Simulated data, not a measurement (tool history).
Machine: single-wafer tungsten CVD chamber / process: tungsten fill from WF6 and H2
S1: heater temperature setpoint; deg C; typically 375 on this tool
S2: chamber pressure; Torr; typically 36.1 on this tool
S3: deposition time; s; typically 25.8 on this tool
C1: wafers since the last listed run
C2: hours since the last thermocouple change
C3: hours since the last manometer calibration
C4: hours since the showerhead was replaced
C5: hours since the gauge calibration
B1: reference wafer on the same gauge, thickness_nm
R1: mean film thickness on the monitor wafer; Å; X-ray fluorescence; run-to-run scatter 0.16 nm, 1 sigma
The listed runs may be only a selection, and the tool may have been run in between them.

run    hour   S1    S2    S3    C1      C2      C3      C4      C5      B1      R1
  1     0.0  375  36.1  25.8     0  1498.2   929.0  2061.8  1386.0  57.745  506.25
  2    96.0  375  36.1  25.8  1403  1594.2  1025.0  2157.8  1482.0  57.846  509.73
  3   185.8  375  36.1  25.8  1313  1684.0  1114.8  2247.6  1571.8  57.825  508.18
  4   281.5  379  36.1  29.2  1399  1779.7  1210.5  2343.3  1667.5  57.805  632.44
  5   353.1  375  36.1  25.8  1046  1851.3  1282.1  2414.9  1739.1  57.793  512.98
      394.7  -- capacitance manometer re-zeroed and calibrated
  6   451.5  375  36.1  25.8  1321  1949.7    56.8  2513.3  1837.5  57.788  500.52
  7   493.8  375  36.1  25.8   618  1992.0    99.1  2555.6  1879.8  57.776  504.07
      566.6  -- gauge calibrated
  8   572.3  375  36.1  25.8  1147  2070.5   177.6  2634.1     5.7  57.823  504.03
  9   668.3  375  36.1  25.8  1403  2166.5   273.6  2730.1   101.7  57.805  504.07
 10   736.8  375  36.1  25.8  1001  2235.0   342.1  2798.6   170.2  57.747  507.35
 11   828.3  375  36.1  25.8  1337  2326.5   433.6  2890.1   261.7  57.793  504.53
 12   924.8  375  36.1  25.8  1411  2423.0   530.1  2986.6   358.2  57.806  507.10
 13   974.6  363  36.1  25.8   728  2472.8   579.9  3036.4   408.0  57.767  396.13
 14  1062.5  382  36.1  29.1  1285  2560.7   667.8  3124.3   495.9  57.864  671.25
 15  1145.9  366  36.1  25.8  1219  2644.1   751.2  3207.7   579.3  57.805  420.97
 16  1188.3  362  36.1  25.8   619  2686.5   793.6  3250.1   621.7  57.828  387.88
 17  1289.9  383  30.2  27.5  1485  2788.1   895.2  3351.7   723.3  57.817  572.02
 18  1391.5  382  30.7  25.8  1485  2889.7   996.8  3453.3   824.9  57.736  535.67
 19  1462.6  386  29.0  25.8  1039  2960.8  1067.9  3524.4   896.0  57.780  560.80
 20  1547.6  375  36.1  25.8  1242  3045.8  1152.9  3609.4   981.0  57.802  520.08
 21  1597.6  375  36.1  25.8   731  3095.8  1202.9  3659.4  1031.0  57.784  519.11
     1666.1  -- thermocouple changed; heater temperature recalibrated
 22  1704.8  375  36.1  25.8  1450    38.7  1310.1  3766.6  1138.2  57.792  508.88
 23  1782.8  375  31.6  21.4  1140   116.7  1388.1  3844.6  1216.2  57.829  388.19
 24  1834.6  375  36.1  25.8   757   168.5  1439.9  3896.4  1268.0  57.849  510.00
     1881.1  -- showerhead replaced
     1885.1  -- capacitance manometer re-zeroed and calibrated
 25  1909.8  362  43.5  22.7   924   243.7    24.7    28.7  1343.2  57.820  366.71
 26  2003.4  368  36.1  25.8  1368   337.3   118.3   122.3  1436.8  57.736  425.04
 27  2078.3  375  36.1  25.8  1095   412.2   193.2   197.2  1511.7  57.745  494.85
 28  2131.4  375  31.5  25.8   776   465.3   246.3   250.3  1564.8  57.776  453.63
 29  2176.1  375  30.0  25.8   653   510.0   291.0   295.0  1609.5  57.773  435.69
 30  2243.5  375  36.1  25.8   985   577.4   358.4   362.4  1676.9  57.801  497.69
     2264.6  -- gauge calibrated
 31  2298.1  375  30.9  25.8   798   632.0   413.0   417.0    33.5  57.811  445.41
 32  2391.9  375  36.1  25.8  1371   725.8   506.8   510.8   127.3  57.820  501.10
 33  2486.4  375  36.1  25.8  1381   820.3   601.3   605.3   221.8  57.774  501.43

Below, some changes in R1 between adjacent runs. For each, the amount present without the hidden state too (settings, incoming material, random variation) and the amount remaining for the hidden state with gauge scatter not shared by both compared results:
The hidden state here: wafer temperature above the value expected at the setpoint (K); true pressure above the setpoint (%); gauge reads high (%).
Run 5 -> 6: capacitance manometer re-zeroed and calibrated. R1 -12.46 Å: hidden state -12.37, all else -0.09.
Run 13 -> 14: S1 363 -> 382, S3 25.8 -> 29.1. R1 +275.12 Å: hidden state +11.11, all else +264.01.
Run 14 -> 15: S1 382 -> 366, S3 29.1 -> 25.8. R1 -250.28 Å: hidden state -7.93, all else -242.35.
Run 16 -> 17: S1 362 -> 383, S2 36.1 -> 30.2, S3 25.8 -> 27.5. R1 +184.14 Å: hidden state +9.27, all else +174.87.
Run 24 -> 25: S1 375 -> 362, S2 36.1 -> 43.5, S3 25.8 -> 22.7, showerhead replaced, capacitance manometer re-zeroed and calibrated. R1 -143.29 Å: hidden state -19.11, all else -124.18.
